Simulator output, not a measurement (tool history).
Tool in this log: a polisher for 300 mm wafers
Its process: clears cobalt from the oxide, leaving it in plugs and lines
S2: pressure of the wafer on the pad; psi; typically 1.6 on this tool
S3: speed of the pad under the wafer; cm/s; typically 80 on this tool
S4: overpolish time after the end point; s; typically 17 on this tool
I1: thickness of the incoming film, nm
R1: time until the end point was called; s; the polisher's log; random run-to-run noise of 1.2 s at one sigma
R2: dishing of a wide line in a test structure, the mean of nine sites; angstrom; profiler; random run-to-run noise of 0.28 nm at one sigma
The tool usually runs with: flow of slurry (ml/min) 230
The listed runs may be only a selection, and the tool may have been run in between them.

run 1 day=0.000 | flow_of_slurry_(ml/min)=230 S2=1.6 S3=80 S4=17 | I1=218.3 | R1=69.8 R2=268
run 2 day=0.971 | flow_of_slurry_(ml/min)=230 S2=1.6 S3=80 S4=13 | I1=218.2 | R1=67.1 R2=238
run 3 day=2.400 | flow_of_slurry_(ml/min)=230 S2=1.6 S3=80 S4=20 | I1=224.3 | R1=69.4 R2=283
run 4 day=3.546 | flow_of_slurry_(ml/min)=230 S2=1.6 S3=80 S4=17 | I1=218.9 | R1=71.2 R2=272
run 5 day=4.075 | flow_of_slurry_(ml/min)=230 S2=1.6 S3=80 S4=17 | I1=219.2 | R1=68.7 R2=262
run 6 day=4.629 | flow_of_slurry_(ml/min)=190 S2=1.6 S3=80 S4=17 | I1=221.5 | R1=72.2 R2=261
-- day=5.429 worn pad replaced by a new one
run 7 day=5.471 | flow_of_slurry_(ml/min)=190 S2=1.6 S3=80 S4=17 | I1=224.5 | R1=75.2 R2=263
run 8 day=6.946 | flow_of_slurry_(ml/min)=230 S2=1.6 S3=80 S4=17 | I1=221.2 | R1=70.3 R2=261
run 9 day=7.783 | flow_of_slurry_(ml/min)=230 S2=1.6 S3=80 S4=22 | I1=219.4 | R1=72.1 R2=294
run 10 day=8.812 | flow_of_slurry_(ml/min)=230 S2=1.6 S3=80 S4=22 | I1=222.5 | R1=70.6 R2=290
run 11 day=9.838 | flow_of_slurry_(ml/min)=230 S2=1.6 S3=80 S4=22 | I1=223.3 | R1=71.2 R2=287
-- day=9.996 slurry nozzle cleaned
run 12 day=10.350 | flow_of_slurry_(ml/min)=230 S2=1.6 S3=80 S4=24 | I1=215.6 | R1=62.0 R2=302
-- day=10.558 head pressure recalibrated
run 13 day=11.425 | flow_of_slurry_(ml/min)=230 S2=1.6 S3=80 S4=24 | I1=216.3 | R1=64.1 R2=307
-- day=11.833 worn pad replaced by a new one
run 14 day=12.796 | flow_of_slurry_(ml/min)=230 S2=1.6 S3=80 S4=24 | I1=216.2 | R1=66.5 R2=303
run 15 day=13.779 | flow_of_slurry_(ml/min)=230 S2=1.6 S3=80 S4=17 | I1=217.9 | R1=64.1 R2=269
run 16 day=15.221 | flow_of_slurry_(ml/min)=310 S2=1.3 S3=70 S4=8 | I1=222.2 | R1=85.5 R2=153
run 17 day=16.229 | flow_of_slurry_(ml/min)=230 S2=1.6 S3=92 S4=17 | I1=215.5 | R1=55.8 R2=282
run 18 day=16.754 | flow_of_slurry_(ml/min)=230 S2=2.0 S3=80 S4=17 | I1=218.9 | R1=51.4 R2=286
-- day=17.375 worn pad replaced by a new one
run 19 day=18.192 | flow_of_slurry_(ml/min)=280 S2=1.6 S3=54 S4=17 | I1=220.3 | R1=90.5 R2=239
run 20 day=19.542 | flow_of_slurry_(ml/min)=230 S2=1.8 S3=98 S4=21 | I1=220.2 | R1=50.9 R2=307
run 21 day=20.696 | flow_of_slurry_(ml/min)=230 S2=1.6 S3=68 S4=26 | I1=224.8 | R1=78.1 R2=301
run 22 day=21.958 | flow_of_slurry_(ml/min)=230 S2=1.6 S3=80 S4=17 | I1=220.7 | R1=67.8 R2=267
-- day=22.254 worn pad replaced by a new one
run 23 day=22.754 | flow_of_slurry_(ml/min)=230 S2=1.6 S3=80 S4=17 | I1=219.6 | R1=68.0 R2=264
run 24 day=24.062 | flow_of_slurry_(ml/min)=195 S2=2.0 S3=92 S4=17 | I1=218.6 | R1=50.7 R2=293
run 25 day=24.908 | flow_of_slurry_(ml/min)=230 S2=1.4 S3=80 S4=17 | I1=220.1 | R1=79.5 R2=252
run 26 day=26.267 | flow_of_slurry_(ml/min)=230 S2=1.6 S3=80 S4=24 | I1=218.2 | R1=68.9 R2=294
run 27 day=27.242 | flow_of_slurry_(ml/min)=170 S2=1.6 S3=80 S4=17 | I1=221.0 | R1=78.1 R2=259
-- day=28.038 worn pad replaced by a new one
run 28 day=28.058 | flow_of_slurry_(ml/min)=230 S2=1.6 S3=80 S4=8 | I1=217.8 | R1=67.0 R2=179

Predict each of these 5 candidate next runs independently; none follows another, all start after run 28:
run A day=28.079 | flow_of_slurry_(ml/min)=230 S2=1.6 S3=80 S4=17 | I1=221.7 | R1=? R2=?
run B day=28.079 | flow_of_slurry_(ml/min)=150 S2=1.6 S3=66 S4=17 | I1=221.7 | R1=? R2=?
run C day=28.079 | flow_of_slurry_(ml/min)=155 S2=1.1 S3=80 S4=17 | I1=221.7 | R1=? R2=?
run D day=28.079 | flow_of_slurry_(ml/min)=230 S2=2.1 S3=66 S4=8 | I1=221.7 | R1=? R2=?
run E day=28.079 | flow_of_slurry_(ml/min)=185 S2=1.1 S3=66 S4=20 | I1=221.7 | R1=? R2=?

run=A R1=71.4 R2=270
run=B R1=94.5 R2=239
run=C R1=115.9 R2=215
run=D R1=63.7 R2=194
run=E R1=128.5 R2=223
With no hidden state in the tool, these same runs would have given:
run=A R1=64.9 R2=280
run=B R1=81.6 R2=256
run=C R1=100.6 R2=232
run=D R1=57.9 R2=206
run=E R1=114.2 R2=237
